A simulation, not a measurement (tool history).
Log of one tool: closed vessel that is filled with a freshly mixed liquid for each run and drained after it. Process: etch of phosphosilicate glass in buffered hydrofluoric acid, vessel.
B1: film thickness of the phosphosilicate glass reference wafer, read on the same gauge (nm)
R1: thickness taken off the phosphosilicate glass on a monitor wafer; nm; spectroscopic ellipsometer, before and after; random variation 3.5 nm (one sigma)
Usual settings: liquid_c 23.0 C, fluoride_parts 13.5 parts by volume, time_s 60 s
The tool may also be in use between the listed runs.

run 1 hour=0.0 | liquid_c=23.0 fluoride_parts=13.5 time_s=60 | B1=80.00 | R1=431.58
run 2 hour=41.8 | liquid_c=23.0 fluoride_parts=13.5 time_s=60 | B1=80.02 | R1=432.98
run 3 hour=82.2 | liquid_c=23.0 fluoride_parts=13.5 time_s=60 | B1=80.01 | R1=435.91
run 4 hour=113.4 | liquid_c=23.0 fluoride_parts=13.5 time_s=60 | B1=80.00 | R1=435.76
run 5 hour=154.2 | liquid_c=23.0 fluoride_parts=13.5 time_s=60 | B1=79.98 | R1=431.69
run 6 hour=205.6 | liquid_c=23.0 fluoride_parts=13.5 time_s=40 | B1=80.02 | R1=287.29
run 7 hour=260.6 | liquid_c=23.0 fluoride_parts=13.5 time_s=40 | B1=80.01 | R1=287.70
run 8 hour=326.6 | liquid_c=23.0 fluoride_parts=13.5 time_s=40 | B1=80.01 | R1=286.22
run 9 hour=370.9 | liquid_c=23.0 fluoride_parts=13.5 time_s=80 | B1=79.99 | R1=576.08
run 10 hour=413.8 | liquid_c=23.0 fluoride_parts=13.5 time_s=80 | B1=80.04 | R1=564.21
run 11 hour=447.5 | liquid_c=23.0 fluoride_parts=13.5 time_s=80 | B1=80.01 | R1=560.58
run 12 hour=519.2 | liquid_c=23.0 fluoride_parts=13.5 time_s=45 | B1=80.01 | R1=314.56
run 13 hour=561.7 | liquid_c=23.0 fluoride_parts=13.5 time_s=45 | B1=80.01 | R1=312.38
run 14 hour=600.7 | liquid_c=23.0 fluoride_parts=13.5 time_s=45 | B1=79.99 | R1=310.48
run 15 hour=655.5 | liquid_c=23.0 fluoride_parts=13.5 time_s=60 | B1=79.97 | R1=416.00
-- hour=675.3 gauge calibrated
run 16 hour=699.5 | liquid_c=23.0 fluoride_parts=13.5 time_s=60 | B1=79.99 | R1=412.24
run 17 hour=731.9 | liquid_c=25.0 fluoride_parts=13.5 time_s=60 | B1=79.97 | R1=464.85
run 18 hour=760.9 | liquid_c=19.5 fluoride_parts=16.5 time_s=80 | B1=79.99 | R1=370.19
run 19 hour=786.7 | liquid_c=23.0 fluoride_parts=13.5 time_s=60 | B1=80.00 | R1=412.21
run 20 hour=847.3 | liquid_c=21.5 fluoride_parts=16.5 time_s=95 | B1=80.00 | R1=495.01
-- hour=867.0 thermometer replaced
-- hour=868.3 hydrofluoric acid flow meter replaced
run 21 hour=873.4 | liquid_c=23.0 fluoride_parts=13.5 time_s=35 | B1=79.98 | R1=227.01
run 22 hour=923.3 | liquid_c=20.5 fluoride_parts=10.5 time_s=60 | B1=80.02 | R1=432.63
run 23 hour=990.0 | liquid_c=23.0 fluoride_parts=13.5 time_s=60 | B1=80.01 | R1=392.21
run 24 hour=1055.1 | liquid_c=23.0 fluoride_parts=13.5 time_s=40 | B1=79.98 | R1=254.77
run 25 hour=1095.3 | liquid_c=23.0 fluoride_parts=13.5 time_s=60 | B1=79.99 | R1=383.58
-- hour=1125.8 hydrofluoric acid flow meter replaced, repeated, since the last time left the tool worse
run 26 hour=1159.8 | liquid_c=21.0 fluoride_parts=13.5 time_s=60 | B1=79.99 | R1=400.12
run 27 hour=1209.1 | liquid_c=23.0 fluoride_parts=13.5 time_s=30 | B1=79.98 | R1=222.01
run 28 hour=1273.5 | liquid_c=21.0 fluoride_parts=17.0 time_s=95 | B1=79.97 | R1=496.42
run 29 hour=1297.6 | liquid_c=23.0 fluoride_parts=13.5 time_s=60 | B1=80.00 | R1=441.63
run 30 hour=1334.9 | liquid_c=23.0 fluoride_parts=13.5 time_s=60 | B1=80.00 | R1=437.42
run 31 hour=1366.1 | liquid_c=27.5 fluoride_parts=9.0 time_s=70 | B1=80.01 | R1=937.41
run 32 hour=1392.3 | liquid_c=21.5 fluoride_parts=18.0 time_s=45 | B1=79.99 | R1=227.34
run 33 hour=1450.6 | liquid_c=23.0 fluoride_parts=12.0 time_s=60 | B1=79.99 | R1=497.52

The same runs without the tool's hidden state, with the same run-to-run variation:
The hidden state here: liquid colder than its thermometer reads (K); hydrofluoric acid flow below the setpoint (%); gauge reads high (%).
run=1 R1=442.74
run=2 R1=445.43
run=3 R1=449.69
run=4 R1=450.48
run=5 R1=447.53
run=6 R1=298.88
run=7 R1=300.43
run=8 R1=300.23
run=9 R1=606.17
run=10 R1=595.44
run=11 R1=592.99
run=12 R1=334.42
run=13 R1=333.08
run=14 R1=331.98
run=15 R1=446.52
run=16 R1=443.86
run=17 R1=501.64
run=18 R1=400.50
run=19 R1=446.59
run=20 R1=538.82
run=21 R1=261.07
run=22 R1=499.02
run=23 R1=455.08
run=24 R1=297.08
run=25 R1=448.69
run=26 R1=403.43
run=27 R1=224.59
run=28 R1=504.40
run=29 R1=449.39
run=30 R1=446.22
run=31 R1=950.67
run=32 R1=232.85
run=33 R1=511.46
